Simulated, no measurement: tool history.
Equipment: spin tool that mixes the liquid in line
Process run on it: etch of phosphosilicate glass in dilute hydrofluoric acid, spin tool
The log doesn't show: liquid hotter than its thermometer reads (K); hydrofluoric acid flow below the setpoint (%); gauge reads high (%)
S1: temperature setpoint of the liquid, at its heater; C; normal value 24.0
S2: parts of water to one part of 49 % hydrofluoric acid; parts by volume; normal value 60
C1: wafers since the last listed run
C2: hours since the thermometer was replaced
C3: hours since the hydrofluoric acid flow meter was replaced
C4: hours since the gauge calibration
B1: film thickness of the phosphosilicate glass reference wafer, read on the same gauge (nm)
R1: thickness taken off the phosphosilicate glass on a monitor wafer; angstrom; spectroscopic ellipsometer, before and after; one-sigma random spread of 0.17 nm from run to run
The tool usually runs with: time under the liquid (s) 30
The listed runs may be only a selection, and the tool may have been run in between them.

run 1 hour=0.0 | S1=24.0 S2=60 time_under_the_liquid_(s)=25 | C1=0 C2=1420.5 C3=2150.0 C4=96.1 | B1=130.01 | R1=449.1
run 2 hour=17.3 | S1=24.0 S2=60 time_under_the_liquid_(s)=25 | C1=324 C2=1437.8 C3=2167.3 C4=113.4 | B1=129.99 | R1=449.1
run 3 hour=33.6 | S1=24.0 S2=60 time_under_the_liquid_(s)=25 | C1=305 C2=1454.1 C3=2183.6 C4=129.7 | B1=129.99 | R1=451.2
run 4 hour=44.7 | S1=24.0 S2=60 time_under_the_liquid_(s)=45 | C1=207 C2=1465.2 C3=2194.7 C4=140.8 | B1=129.99 | R1=809.3
run 5 hour=59.2 | S1=24.0 S2=60 time_under_the_liquid_(s)=30 | C1=271 C2=1479.7 C3=2209.2 C4=155.3 | B1=130.00 | R1=540.5
run 6 hour=73.4 | S1=24.0 S2=80 time_under_the_liquid_(s)=20 | C1=265 C2=1493.9 C3=2223.4 C4=169.5 | B1=130.03 | R1=263.3
-- hour=85.0 gauge calibrated
run 7 hour=90.8 | S1=24.0 S2=80 time_under_the_liquid_(s)=20 | C1=325 C2=1511.3 C3=2240.8 C4=5.8 | B1=130.02 | R1=260.3
-- hour=96.3 thermometer replaced
-- hour=98.5 hydrofluoric acid flow meter replaced
run 8 hour=108.2 | S1=24.0 S2=80 time_under_the_liquid_(s)=20 | C1=288 C2=11.9 C3=9.7 C4=23.2 | B1=130.00 | R1=305.7
run 9 hour=119.0 | S1=24.0 S2=80 time_under_the_liquid_(s)=15 | C1=202 C2=22.7 C3=20.5 C4=34.0 | B1=129.98 | R1=229.7
run 10 hour=132.3 | S1=28.0 S2=45 time_under_the_liquid_(s)=25 | C1=249 C2=36.0 C3=33.8 C4=47.3 | B1=130.02 | R1=838.9
run 11 hour=139.2 | S1=20.5 S2=60 time_under_the_liquid_(s)=30 | C1=129 C2=42.9 C3=40.7 C4=54.2 | B1=129.99 | R1=544.6
run 12 hour=152.6 | S1=26.5 S2=80 time_under_the_liquid_(s)=40 | C1=250 C2=56.3 C3=54.1 C4=67.6 | B1=130.00 | R1=678.5
run 13 hour=158.9 | S1=24.0 S2=60 time_under_the_liquid_(s)=45 | C1=117 C2=62.6 C3=60.4 C4=73.9 | B1=130.02 | R1=942.6
run 14 hour=165.7 | S1=24.0 S2=85 time_under_the_liquid_(s)=30 | C1=127 C2=69.4 C3=67.2 C4=80.7 | B1=130.00 | R1=428.9
run 15 hour=178.9 | S1=26.0 S2=70 time_under_the_liquid_(s)=15 | C1=247 C2=82.6 C3=80.4 C4=93.9 | B1=130.03 | R1=287.0
run 16 hour=190.7 | S1=24.0 S2=60 time_under_the_liquid_(s)=30 | C1=220 C2=94.4 C3=92.2 C4=105.7 | B1=130.03 | R1=627.9

Each row is a separate what-if for the run after 16, all from the same tool condition, not one after another. Results?
run A hour=191.1 | S1=29.0 S2=60 time_under_the_liquid_(s)=30 | C1=7 C2=94.8 C3=92.6 C4=106.1 | B1=? | R1=?
run B hour=191.1 | S1=20.0 S2=75 time_under_the_liquid_(s)=35 | C1=7 C2=94.8 C3=92.6 C4=106.1 | B1=? | R1=?
run C hour=191.1 | S1=21.0 S2=60 time_under_the_liquid_(s)=20 | C1=7 C2=94.8 C3=92.6 C4=106.1 | B1=? | R1=?
run D hour=191.1 | S1=27.0 S2=60 time_under_the_liquid_(s)=15 | C1=7 C2=94.8 C3=92.6 C4=106.1 | B1=? | R1=?

run=A B1=130.01 R1=768.1
run=B B1=130.01 R1=488.5
run=C B1=130.01 R1=370.4
run=D B1=130.01 R1=354.9
The same runs, with their run-to-run variation unchanged, on a tool lacking any hidden condition would have given:
run=A R1=778.1
run=B R1=494.8
run=C R1=375.2
run=D R1=359.5

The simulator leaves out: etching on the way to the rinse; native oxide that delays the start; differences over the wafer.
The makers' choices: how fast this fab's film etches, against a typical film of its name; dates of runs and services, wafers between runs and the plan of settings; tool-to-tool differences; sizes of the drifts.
